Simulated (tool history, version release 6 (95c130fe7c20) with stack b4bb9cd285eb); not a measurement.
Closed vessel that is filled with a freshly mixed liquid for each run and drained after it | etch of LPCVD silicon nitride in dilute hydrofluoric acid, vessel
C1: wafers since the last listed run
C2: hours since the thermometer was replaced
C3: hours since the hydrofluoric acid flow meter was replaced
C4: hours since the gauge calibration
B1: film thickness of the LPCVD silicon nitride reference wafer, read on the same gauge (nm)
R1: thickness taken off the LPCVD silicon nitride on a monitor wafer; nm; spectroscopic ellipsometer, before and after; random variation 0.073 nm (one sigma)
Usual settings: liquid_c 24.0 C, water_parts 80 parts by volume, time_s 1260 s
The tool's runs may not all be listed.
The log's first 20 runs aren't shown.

Run 21, hour 550.2: usual settings but water_parts 65 parts by volume; C1 1262; C2 176.3; C3 94.4; C4 244.1; B1 139.97. Result: R1 8.80 nm.
Run 22, hour 575.2: usual settings but liquid_c 22.5 C; C1 1481; C2 201.3; C3 119.4; C4 269.1; B1 140.01. Result: R1 6.58 nm.
Run 23, hour 609.8: usual settings; C1 2051; C2 235.9; C3 154.0; C4 303.7; B1 139.99. Result: R1 7.22 nm.
Run 24, hour 638.8: usual settings but water_parts 55 parts by volume; C1 1719; C2 264.9; C3 183.0; C4 332.7; B1 140.02. Result: R1 10.40 nm.
Run 25, hour 656.9: usual settings but liquid_c 19.5 C, water_parts 50 parts by volume, time_s 805 s; C1 1072; C2 283.0; C3 201.1; C4 350.8; B1 140.01. Result: R1 5.28 nm.
Run 26, hour 686.2: usual settings but liquid_c 29.0 C, water_parts 90 parts by volume; C1 1736; C2 312.3; C3 230.4; C4 380.1; B1 140.02. Result: R1 8.73 nm.
Run 27, hour 707.4: usual settings but liquid_c 20.5 C, water_parts 55 parts by volume; C1 1256; C2 333.5; C3 251.6; C4 401.3; B1 139.99. Result: R1 8.01 nm.
Run 28, hour 739.2: usual settings; C1 1885; C2 365.3; C3 283.4; C4 433.1; B1 140.01. Result: R1 7.05 nm.
Run 29, hour 772.4: usual settings but liquid_c 19.5 C, time_s 1695 s; C1 1968; C2 398.5; C3 316.6; C4 466.3; B1 139.99. Result: R1 6.83 nm.
Run 30, hour 798.1: usual settings; C1 1523; C2 424.2; C3 342.3; C4 492.0; B1 139.99. Result: R1 7.04 nm.

Run 31 comes next. What will it give?
Run 31, hour 821.9: usual settings but time_s 1600 s; C1 1410; C2 448.0; C3 366.1; C4 515.8; B1 ?. Result: R1 ?.

Run 31 gave B1 140.00, R1 8.78 nm.
Without the tool's hidden state the same run would have given R1 9.67 nm.

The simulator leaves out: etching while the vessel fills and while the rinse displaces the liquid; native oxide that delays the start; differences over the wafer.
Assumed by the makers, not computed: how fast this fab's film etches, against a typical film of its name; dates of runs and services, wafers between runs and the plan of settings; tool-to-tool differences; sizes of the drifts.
